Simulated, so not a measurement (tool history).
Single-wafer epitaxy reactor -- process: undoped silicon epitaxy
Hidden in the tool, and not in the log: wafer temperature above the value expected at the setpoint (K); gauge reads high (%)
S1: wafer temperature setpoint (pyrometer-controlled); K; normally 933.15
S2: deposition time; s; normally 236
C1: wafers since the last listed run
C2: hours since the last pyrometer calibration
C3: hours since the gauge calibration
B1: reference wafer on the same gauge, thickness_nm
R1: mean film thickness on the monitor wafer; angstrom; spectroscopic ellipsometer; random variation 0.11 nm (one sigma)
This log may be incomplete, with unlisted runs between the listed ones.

run 1 day=0 | S1=933.15 S2=236 | C1=0 C2=380 C3=697.2 | B1=60.739 | R1=542.16
run 2 day=4 | S1=933.15 S2=236 | C1=773 C2=476 C3=793.2 | B1=60.815 | R1=542.67
run 3 day=7.725 | S1=933.15 S2=236 | C1=720 C2=565.4 C3=882.6 | B1=60.818 | R1=542.28
run 4 day=9.304 | S1=933.15 S2=236 | C1=305 C2=603.3 C3=920.5 | B1=60.861 | R1=541.12
run 5 day=11.846 | S1=933.15 S2=236 | C1=491 C2=664.3 C3=981.5 | B1=60.784 | R1=542.37
run 6 day=15.171 | S1=933.15 S2=236 | C1=643 C2=744.1 C3=1061.3 | B1=60.752 | R1=540.48
run 7 day=18.567 | S1=933.15 S2=236 | C1=656 C2=825.6 C3=1142.8 | B1=60.819 | R1=541.19
run 8 day=20.696 | S1=933.15 S2=236 | C1=411 C2=876.7 C3=1193.9 | B1=60.869 | R1=541.56
run 9 day=28.496 | S1=938.15 S2=236 | C1=1509 C2=1063.9 C3=1381.1 | B1=60.795 | R1=593.17
run 10 day=30.183 | S1=929.15 S2=236 | C1=326 C2=1104.4 C3=1421.6 | B1=60.724 | R1=502.13
run 11 day=32.683 | S1=929.15 S2=236 | C1=483 C2=1164.4 C3=1481.6 | B1=60.815 | R1=501.61
run 12 day=35.188 | S1=929.15 S2=236 | C1=484 C2=1224.5 C3=1541.7 | B1=60.851 | R1=501.3
run 13 day=37.942 | S1=933.15 S2=236 | C1=532 C2=1290.6 C3=1607.8 | B1=60.79 | R1=541.33
run 14 day=42.292 | S1=927.15 S2=236 | C1=841 C2=1395 C3=1712.2 | B1=60.814 | R1=481.22
run 15 day=44.308 | S1=937.15 S2=212 | C1=390 C2=1443.4 C3=1760.6 | B1=60.82 | R1=522.58
run 16 day=48.6 | S1=933.15 S2=236 | C1=830 C2=1546.4 C3=1863.6 | B1=60.751 | R1=537.56
run 17 day=57.692 | S1=945.15 S2=192 | C1=1758 C2=1764.6 C3=2081.8 | B1=60.766 | R1=547.86
run 18 day=60.742 | S1=946.15 S2=277 | C1=590 C2=1837.8 C3=2155 | B1=60.795 | R1=806.53
-- day=63.612 pyrometer calibrated
run 19 day=63.633 | S1=943.15 S2=209 | C1=494 C2=0.5 C3=2224.4 | B1=60.846 | R1=584.75
run 20 day=67.371 | S1=922.15 S2=211 | C1=723 C2=90.2 C3=2314.1 | B1=60.825 | R1=396.13
-- day=74.358 gauge calibrated
run 21 day=75.975 | S1=941.15 S2=236 | C1=1664 C2=296.7 C3=38.8 | B1=60.776 | R1=631.9
run 22 day=80.279 | S1=933.15 S2=236 | C1=832 C2=400 C3=142.1 | B1=60.789 | R1=542.14
run 23 day=84.071 | S1=945.15 S2=192 | C1=733 C2=491 C3=233.1 | B1=60.808 | R1=551.28
run 24 day=85.579 | S1=933.15 S2=236 | C1=291 C2=527.2 C3=269.3 | B1=60.857 | R1=542.19
run 25 day=88.646 | S1=924.15 S2=202 | C1=593 C2=600.8 C3=342.9 | B1=60.806 | R1=390.12
run 26 day=92.517 | S1=933.15 S2=236 | C1=748 C2=693.7 C3=435.8 | B1=60.801 | R1=540.52
run 27 day=95.362 | S1=933.15 S2=236 | C1=550 C2=762 C3=504.1 | B1=60.842 | R1=537.86

Here are 3 independent what-if runs from the current tool condition. What would each one return?
run A day=95.383 | S1=933.15 S2=236 | C1=4 C2=762.5 C3=504.6 | B1=? | R1=?
run B day=95.383 | S1=947.15 S2=261 | C1=4 C2=762.5 C3=504.6 | B1=? | R1=?
run C day=95.383 | S1=947.15 S2=203 | C1=4 C2=762.5 C3=504.6 | B1=? | R1=?

run=A B1=60.81 R1=540.19
run=B B1=60.81 R1=774.52
run=C B1=60.81 R1=602.41
The same runs, with their run-to-run variation unchanged, on a tool lacking any hidden condition would have given:
run=A R1=547.71
run=B R1=785.02
run=C R1=610.57
